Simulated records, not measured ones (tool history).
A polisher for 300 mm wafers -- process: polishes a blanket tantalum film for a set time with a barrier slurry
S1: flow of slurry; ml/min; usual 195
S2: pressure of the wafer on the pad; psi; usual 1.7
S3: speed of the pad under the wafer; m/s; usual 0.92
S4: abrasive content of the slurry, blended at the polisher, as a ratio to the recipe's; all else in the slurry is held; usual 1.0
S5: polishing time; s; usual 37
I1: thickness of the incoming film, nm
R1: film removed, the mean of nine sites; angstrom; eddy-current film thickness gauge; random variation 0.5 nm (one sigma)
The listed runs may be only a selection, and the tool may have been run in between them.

Run 1, hour 0.0: usual settings; I1 401.9. Result: R1 568 angstrom.
Run 2, hour 9.7: usual settings; I1 398.9. Result: R1 560 angstrom.
Run 3, hour 19.1: usual settings; I1 402.3. Result: R1 554 angstrom.
Run 4, hour 25.3: usual settings but S5 31 s; I1 396.8. Result: R1 462 angstrom.
Run 5, hour 35.3: usual settings but S5 31 s; I1 395.5. Result: R1 460 angstrom.
At hour 52.5: worn pad replaced by a new one.
Run 6, hour 53.0: usual settings; I1 403.0. Result: R1 577 angstrom.
Run 7, hour 61.9: usual settings but S1 235 ml/min, S3 0.72 m/s; I1 396.4. Result: R1 463 angstrom.
Run 8, hour 72.6: usual settings but S1 235 ml/min, S3 0.72 m/s; I1 401.4. Result: R1 467 angstrom.
Run 9, hour 88.3: usual settings but S1 235 ml/min, S3 0.72 m/s; I1 404.5. Result: R1 463 angstrom.
Run 10, hour 99.9: usual settings; I1 401.7. Result: R1 563 angstrom.
Run 11, hour 118.1: usual settings; I1 399.0. Result: R1 565 angstrom.
Run 12, hour 132.4: usual settings but S1 125 ml/min, S4 0.8, S5 29 s; I1 397.6. Result: R1 378 angstrom.
At hour 140.5: worn pad replaced by a new one.
Run 13, hour 146.6: usual settings but S1 250 ml/min, S2 1.2 psi, S3 0.64 m/s; I1 398.1. Result: R1 292 angstrom.
Run 14, hour 157.3: usual settings but S5 26 s; I1 396.7. Result: R1 411 angstrom.
Run 15, hour 170.6: usual settings but S2 1.5 psi, S5 43 s; I1 396.5. Result: R1 595 angstrom.
At hour 173.3: slurry blender recalibrated.
Run 16, hour 177.4: usual settings; I1 396.7. Result: R1 575 angstrom.
Run 17, hour 191.3: usual settings but S4 0.8; I1 404.9. Result: R1 534 angstrom.
Run 18, hour 206.2: usual settings but S1 255 ml/min, S2 1.3 psi; I1 393.2. Result: R1 438 angstrom.
At hour 221.7: slurry nozzle cleaned.
Run 19, hour 223.4: usual settings; I1 398.1. Result: R1 549 angstrom.
Run 20, hour 231.1: usual settings; I1 396.4. Result: R1 544 angstrom.
At hour 239.8: worn pad replaced by a new one.
Run 21, hour 247.5: usual settings but S2 1.3 psi, S4 1.2; I1 405.2. Result: R1 476 angstrom.
Run 22, hour 261.1: usual settings but S1 235 ml/min, S3 0.72 m/s; I1 394.6. Result: R1 470 angstrom.
Run 23, hour 277.0: usual settings; I1 399.3. Result: R1 591 angstrom.
Run 24, hour 293.0: usual settings; I1 398.8. Result: R1 582 angstrom.
At hour 299.7: head pressure recalibrated.
Run 25, hour 300.6: usual settings but S1 150 ml/min, S3 1.08 m/s, S4 1.1, S5 31 s; I1 407.4. Result: R1 492 angstrom.
Run 26, hour 316.5: usual settings but S1 140 ml/min, S5 27 s; I1 398.6. Result: R1 342 angstrom.
At hour 333.5: worn pad replaced by a new one.
Run 27, hour 369.6: usual settings but S3 0.82 m/s, S5 34 s; I1 397.9. Result: R1 432 angstrom.

Forecast run 28:
Run 28, hour 381.8: usual settings but S2 1.3 psi, S3 1.12 m/s, S5 31 s; I1 405.7. Result: R1 ?.

{"run 28": {"R1": 403}}
If the tool had no hidden condition, the same run with the same run-to-run variation would have returned R1 413 angstrom.

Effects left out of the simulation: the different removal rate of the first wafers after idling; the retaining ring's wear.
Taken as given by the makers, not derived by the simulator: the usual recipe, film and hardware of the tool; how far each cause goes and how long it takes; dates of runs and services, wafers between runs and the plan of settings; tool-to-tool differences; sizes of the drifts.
